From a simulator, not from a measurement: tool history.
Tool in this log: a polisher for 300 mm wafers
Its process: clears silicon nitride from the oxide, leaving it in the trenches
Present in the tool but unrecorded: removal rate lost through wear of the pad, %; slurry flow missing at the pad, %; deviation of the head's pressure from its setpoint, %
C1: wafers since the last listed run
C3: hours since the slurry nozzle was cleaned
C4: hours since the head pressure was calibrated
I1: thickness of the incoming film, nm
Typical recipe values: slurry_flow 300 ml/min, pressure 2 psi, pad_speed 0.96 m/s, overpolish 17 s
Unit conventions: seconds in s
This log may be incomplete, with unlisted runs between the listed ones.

Run 1, hour 0: usual settings but slurry_flow 370 ml/min, pressure 1.9 psi; C1 0; wafers polished on this pad 258; C3 248; C4 108.7; I1 45.1. Result: seconds 60.4 s.
Run 2, hour 50.3: usual settings but overpolish 14 s; C1 315; wafers polished on this pad 574; C3 298.3; C4 159; I1 45.1. Result: seconds 58.2 s.
Run 3, hour 79.2: usual settings but overpolish 14 s; C1 181; wafers polished on this pad 756; C3 327.2; C4 187.9; I1 45.2. Result: seconds 57.7 s.
Run 4, hour 113: usual settings but overpolish 14 s; C1 212; wafers polished on this pad 968; C3 361; C4 221.7; I1 45. Result: seconds 58.7 s.
Run 5, hour 157.5: usual settings; C1 279; wafers polished on this pad 1248; C3 405.5; C4 266.2; I1 45.4. Result: seconds 59.5 s.
Run 6, hour 204.9: usual settings but overpolish 22 s; C1 297; wafers polished on this pad 1545; C3 452.9; C4 313.6; I1 45. Result: seconds 57.8 s.
At hour 263.3: worn pad replaced by a new one.
Run 7, hour 263.8: usual settings but overpolish 22 s; C1 344; wafers polished on this pad 3; C3 511.8; C4 372.5; I1 44.9. Result: seconds 56.2 s.
Run 8, hour 309.1: usual settings but overpolish 22 s; C1 284; wafers polished on this pad 287; C3 557.1; C4 417.8; I1 45.3. Result: seconds 56.1 s.
Run 9, hour 337.2: usual settings but overpolish 25 s; C1 176; wafers polished on this pad 464; C3 585.2; C4 445.9; I1 45.2. Result: seconds 55.8 s.
Run 10, hour 366.6: usual settings but overpolish 25 s; C1 184; wafers polished on this pad 649; C3 614.6; C4 475.3; I1 45. Result: seconds 55.7 s.
Run 11, hour 423.5: usual settings; C1 357; wafers polished on this pad 1006; C3 671.5; C4 532.2; I1 44.8. Result: seconds 56.3 s.
Run 12, hour 494.8: usual settings; C1 447; wafers polished on this pad 1454; C3 742.8; C4 603.5; I1 45.1. Result: seconds 56.2 s.
Run 13, hour 529.4: usual settings; C1 217; wafers polished on this pad 1671; C3 777.4; C4 638.1; I1 45.3. Result: seconds 55.6 s.
At hour 560.6: worn pad replaced by a new one.
Run 14, hour 561.1: usual settings; C1 174; wafers polished on this pad 2; C3 809.1; C4 669.8; I1 45.4. Result: seconds 57.6 s.
At hour 598.1: slurry nozzle cleaned.
At hour 611.4: head pressure recalibrated.
Run 15, hour 620: usual settings but slurry_flow 200 ml/min, pressure 1.8 psi; C1 351; wafers polished on this pad 354; C3 21.9; C4 8.6; I1 44.2. Result: seconds 64.4 s.
Run 16, hour 682.3: usual settings but slurry_flow 230 ml/min, pressure 1.8 psi, overpolish 25 s; C1 391; wafers polished on this pad 745; C3 84.2; C4 70.9; I1 44.5. Result: seconds 64.4 s.
Run 17, hour 716.9: usual settings; C1 217; wafers polished on this pad 962; C3 118.8; C4 105.5; I1 45.9. Result: seconds 60.5 s.
At hour 866.4: worn pad replaced by a new one.
Run 18, hour 900.5: usual settings but slurry_flow 270 ml/min, pressure 1.6 psi, pad_speed 1.22 m/s, overpolish 11 s; C1 1128; wafers polished on this pad 214; C3 302.4; C4 289.1; I1 44.7. Result: seconds 54.5 s.
Run 19, hour 960.9: usual settings but pressure 2.5 psi; C1 379; wafers polished on this pad 593; C3 362.8; C4 349.5; I1 44.9. Result: seconds 48.3 s.
Run 20, hour 1168.6: usual settings but pad_speed 1.22 m/s; C1 1304; wafers polished on this pad 1898; C3 570.5; C4 557.2; I1 44.9. Result: seconds 45.4 s.
At hour 1173.5: worn pad replaced by a new one.
Run 21, hour 1236.8: usual settings but overpolish 10 s; C1 403; wafers polished on this pad 397; C3 638.7; C4 625.4; I1 45. Result: seconds 56.7 s.
Run 22, hour 1262.2: usual settings but overpolish 8 s; C1 159; wafers polished on this pad 557; C3 664.1; C4 650.8; I1 45.8. Result: seconds 56.9 s.
Run 23, hour 1317.8: usual settings but pad_speed 0.76 m/s, overpolish 25 s; C1 349; wafers polished on this pad 906; C3 719.7; C4 706.4; I1 45.3. Result: seconds 70.5 s.
Run 24, hour 1353.1: usual settings but slurry_flow 385 ml/min, pad_speed 0.7 m/s, overpolish 14 s; C1 221; wafers polished on this pad 1128; C3 755; C4 741.7; I1 44.8. Result: seconds 74.6 s.
Run 25, hour 1424.3: usual settings but overpolish 22 s; C1 447; wafers polished on this pad 1575; C3 826.2; C4 812.9; I1 44.3. Result: seconds 55.1 s.
At hour 1495.4: head pressure recalibrated.
Run 26, hour 1495.9: usual settings; C1 437; wafers polished on this pad 2012; C3 897.8; C4 0.5; I1 45.3. Result: seconds 61.9 s.
At hour 1503.9: worn pad replaced by a new one.
At hour 1504.1: slurry nozzle cleaned.
Run 27, hour 1543.2: usual settings but overpolish 25 s; C1 270; wafers polished on this pad 245; C3 39.1; C4 47.8; I1 45.2. Result: seconds 61.9 s.
Run 28, hour 1573.3: usual settings but pressure 2.5 psi; C1 189; wafers polished on this pad 434; C3 69.2; C4 77.9; I1 45.1. Result: seconds 49.4 s.
Run 29, hour 1631.9: usual settings; C1 368; wafers polished on this pad 802; C3 127.8; C4 136.5; I1 44.3. Result: seconds 58.5 s.

How would selected steps in seconds from run to run divide? Give the signed amount a tool lacking its hidden state would still show from settings, what came in and random variation, and the signed amount left for the hidden state, including any gauge scatter that is not in both of the compared results.
Run 14 -> 15: slurry_flow 300 -> 200, pressure 2 -> 1.8, slurry nozzle cleaned, head pressure recalibrated. seconds +6.8 s: hidden state +4.6, all else +2.2.
Run 22 -> 23: pad_speed 0.96 -> 0.76, overpolish 8 -> 25. seconds +13.6 s: hidden state -1.6, all else +15.2.
Run 24 -> 25: slurry_flow 385 -> 300, pad_speed 0.7 -> 0.96, overpolish 14 -> 22. seconds -19.5 s: hidden state +2, all else -21.5.
Run 25 -> 26: overpolish 22 -> 17, head pressure recalibrated. seconds +6.8 s: hidden state +5.9, all else +0.9.
